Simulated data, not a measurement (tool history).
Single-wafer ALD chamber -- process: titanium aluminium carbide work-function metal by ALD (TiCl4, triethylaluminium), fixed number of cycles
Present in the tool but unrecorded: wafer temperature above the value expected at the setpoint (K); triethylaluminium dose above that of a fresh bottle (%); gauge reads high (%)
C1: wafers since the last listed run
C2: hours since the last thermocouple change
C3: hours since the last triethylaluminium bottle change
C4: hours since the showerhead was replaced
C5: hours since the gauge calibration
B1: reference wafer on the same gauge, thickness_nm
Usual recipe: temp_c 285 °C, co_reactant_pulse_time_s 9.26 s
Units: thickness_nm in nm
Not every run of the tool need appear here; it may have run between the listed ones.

{"run": 1, "hour": 0.0, "temp_c": 285, "co_reactant_pulse_time_s": 9.26, "C1": 0, "C2": 410.5, "C3": 1274.6, "C4": 6289.5, "C5": 1090.0, "B1": 1.689, "thickness_nm": 1.831}
{"run": 2, "hour": 42.6, "temp_c": 285, "co_reactant_pulse_time_s": 9.26, "C1": 389, "C2": 453.1, "C3": 1317.2, "C4": 6332.1, "C5": 1132.6, "B1": 1.688, "thickness_nm": 1.85}
{"hour": 137.7, "done": "triethylaluminium bottle replaced"}
{"run": 3, "hour": 321.4, "temp_c": 285, "co_reactant_pulse_time_s": 9.26, "C1": 2473, "C2": 731.9, "C3": 183.7, "C4": 6610.9, "C5": 1411.4, "B1": 1.687, "thickness_nm": 1.833}
{"run": 4, "hour": 371.9, "temp_c": 285, "co_reactant_pulse_time_s": 6.66, "C1": 461, "C2": 782.4, "C3": 234.2, "C4": 6661.4, "C5": 1461.9, "B1": 1.687, "thickness_nm": 1.664}
{"run": 5, "hour": 476.1, "temp_c": 285, "co_reactant_pulse_time_s": 6.66, "C1": 951, "C2": 886.6, "C3": 338.4, "C4": 6765.6, "C5": 1566.1, "B1": 1.691, "thickness_nm": 1.694}
{"run": 6, "hour": 574.3, "temp_c": 290, "co_reactant_pulse_time_s": 9.26, "C1": 897, "C2": 984.8, "C3": 436.6, "C4": 6863.8, "C5": 1664.3, "B1": 1.692, "thickness_nm": 1.88}
{"run": 7, "hour": 618.9, "temp_c": 290, "co_reactant_pulse_time_s": 9.26, "C1": 407, "C2": 1029.4, "C3": 481.2, "C4": 6908.4, "C5": 1708.9, "B1": 1.689, "thickness_nm": 1.89}
{"run": 8, "hour": 655.9, "temp_c": 290, "co_reactant_pulse_time_s": 9.26, "C1": 337, "C2": 1066.4, "C3": 518.2, "C4": 6945.4, "C5": 1745.9, "B1": 1.691, "thickness_nm": 1.891}
{"hour": 700.5, "done": "showerhead replaced"}
{"run": 9, "hour": 748.8, "temp_c": 296, "co_reactant_pulse_time_s": 10.29, "C1": 775, "C2": 1159.3, "C3": 611.1, "C4": 48.3, "C5": 1838.8, "B1": 1.689, "thickness_nm": 1.961}
{"run": 10, "hour": 788.6, "temp_c": 285, "co_reactant_pulse_time_s": 11.94, "C1": 363, "C2": 1199.1, "C3": 650.9, "C4": 88.1, "C5": 1878.6, "B1": 1.691, "thickness_nm": 1.876}
{"run": 11, "hour": 825.5, "temp_c": 285, "co_reactant_pulse_time_s": 11.94, "C1": 337, "C2": 1236.0, "C3": 687.8, "C4": 125.0, "C5": 1915.5, "B1": 1.691, "thickness_nm": 1.895}
{"run": 12, "hour": 1010.9, "temp_c": 285, "co_reactant_pulse_time_s": 11.94, "C1": 1693, "C2": 1421.4, "C3": 873.2, "C4": 310.4, "C5": 2100.9, "B1": 1.689, "thickness_nm": 1.894}
{"hour": 1026.5, "done": "gauge calibrated"}
{"run": 13, "hour": 1083.7, "temp_c": 285, "co_reactant_pulse_time_s": 11.07, "C1": 665, "C2": 1494.2, "C3": 946.0, "C4": 383.2, "C5": 57.2, "B1": 1.69, "thickness_nm": 1.874}
{"run": 14, "hour": 1189.9, "temp_c": 292, "co_reactant_pulse_time_s": 9.26, "C1": 970, "C2": 1600.4, "C3": 1052.2, "C4": 489.4, "C5": 163.4, "B1": 1.688, "thickness_nm": 1.906}
{"run": 15, "hour": 1279.7, "temp_c": 285, "co_reactant_pulse_time_s": 9.26, "C1": 820, "C2": 1690.2, "C3": 1142.0, "C4": 579.2, "C5": 253.2, "B1": 1.688, "thickness_nm": 1.819}
{"run": 16, "hour": 1347.2, "temp_c": 285, "co_reactant_pulse_time_s": 9.26, "C1": 616, "C2": 1757.7, "C3": 1209.5, "C4": 646.7, "C5": 320.7, "B1": 1.688, "thickness_nm": 1.827}
{"run": 17, "hour": 1435.4, "temp_c": 277, "co_reactant_pulse_time_s": 6.7, "C1": 805, "C2": 1845.9, "C3": 1297.7, "C4": 734.9, "C5": 408.9, "B1": 1.691, "thickness_nm": 1.608}
{"run": 18, "hour": 1655.8, "temp_c": 294, "co_reactant_pulse_time_s": 12.54, "C1": 2013, "C2": 2066.3, "C3": 1518.1, "C4": 955.3, "C5": 629.3, "B1": 1.69, "thickness_nm": 1.991}
{"run": 19, "hour": 1692.2, "temp_c": 298, "co_reactant_pulse_time_s": 6.91, "C1": 332, "C2": 2102.7, "C3": 1554.5, "C4": 991.7, "C5": 665.7, "B1": 1.691, "thickness_nm": 1.802}
{"hour": 1728.8, "done": "thermocouple changed; heater temperature recalibrated"}
{"hour": 1784.4, "done": "triethylaluminium bottle replaced"}
{"run": 20, "hour": 1787.2, "temp_c": 279, "co_reactant_pulse_time_s": 9.26, "C1": 721, "C2": 58.4, "C3": 2.8, "C4": 1086.7, "C5": 760.7, "B1": 1.693, "thickness_nm": 1.777}
{"run": 21, "hour": 1869.6, "temp_c": 296, "co_reactant_pulse_time_s": 12.59, "C1": 752, "C2": 140.8, "C3": 85.2, "C4": 1169.1, "C5": 843.1, "B1": 1.69, "thickness_nm": 2.018}
{"run": 22, "hour": 1965.5, "temp_c": 276, "co_reactant_pulse_time_s": 12.53, "C1": 876, "C2": 236.7, "C3": 181.1, "C4": 1265.0, "C5": 939.0, "B1": 1.69, "thickness_nm": 1.823}
{"run": 23, "hour": 2022.4, "temp_c": 299, "co_reactant_pulse_time_s": 10.95, "C1": 519, "C2": 293.6, "C3": 238.0, "C4": 1321.9, "C5": 995.9, "B1": 1.688, "thickness_nm": 1.992}
{"run": 24, "hour": 2097.9, "temp_c": 281, "co_reactant_pulse_time_s": 10.89, "C1": 689, "C2": 369.1, "C3": 313.5, "C4": 1397.4, "C5": 1071.4, "B1": 1.689, "thickness_nm": 1.849}
{"run": 25, "hour": 2186.4, "temp_c": 285, "co_reactant_pulse_time_s": 9.26, "C1": 808, "C2": 457.6, "C3": 402.0, "C4": 1485.9, "C5": 1159.9, "B1": 1.688, "thickness_nm": 1.828}
{"run": 26, "hour": 2240.7, "temp_c": 281, "co_reactant_pulse_time_s": 12.65, "C1": 496, "C2": 511.9, "C3": 456.3, "C4": 1540.2, "C5": 1214.2, "B1": 1.689, "thickness_nm": 1.854}

Here are 4 independent what-if runs from the current tool condition. What would each one return?
{"run": "A", "hour": 2241.1, "temp_c": 285, "co_reactant_pulse_time_s": 9.26, "C1": 3, "C2": 512.3, "C3": 456.7, "C4": 1540.6, "C5": 1214.6, "B1": "?", "thickness_nm": "?"}
{"run": "B", "hour": 2241.1, "temp_c": 291, "co_reactant_pulse_time_s": 9.26, "C1": 3, "C2": 512.3, "C3": 456.7, "C4": 1540.6, "C5": 1214.6, "B1": "?", "thickness_nm": "?"}
{"run": "C", "hour": 2241.1, "temp_c": 270, "co_reactant_pulse_time_s": 9.26, "C1": 3, "C2": 512.3, "C3": 456.7, "C4": 1540.6, "C5": 1214.6, "B1": "?", "thickness_nm": "?"}
{"run": "D", "hour": 2241.1, "temp_c": 273, "co_reactant_pulse_time_s": 11.28, "C1": 3, "C2": 512.3, "C3": 456.7, "C4": 1540.6, "C5": 1214.6, "B1": "?", "thickness_nm": "?"}

run=A B1=1.689 thickness_nm=1.839
run=B B1=1.689 thickness_nm=1.893
run=C B1=1.689 thickness_nm=1.704
run=D B1=1.689 thickness_nm=1.774
Without the tool's hidden state the same runs would have given:
run=A thickness_nm=1.839
run=B thickness_nm=1.893
run=C thickness_nm=1.704
run=D thickness_nm=1.774
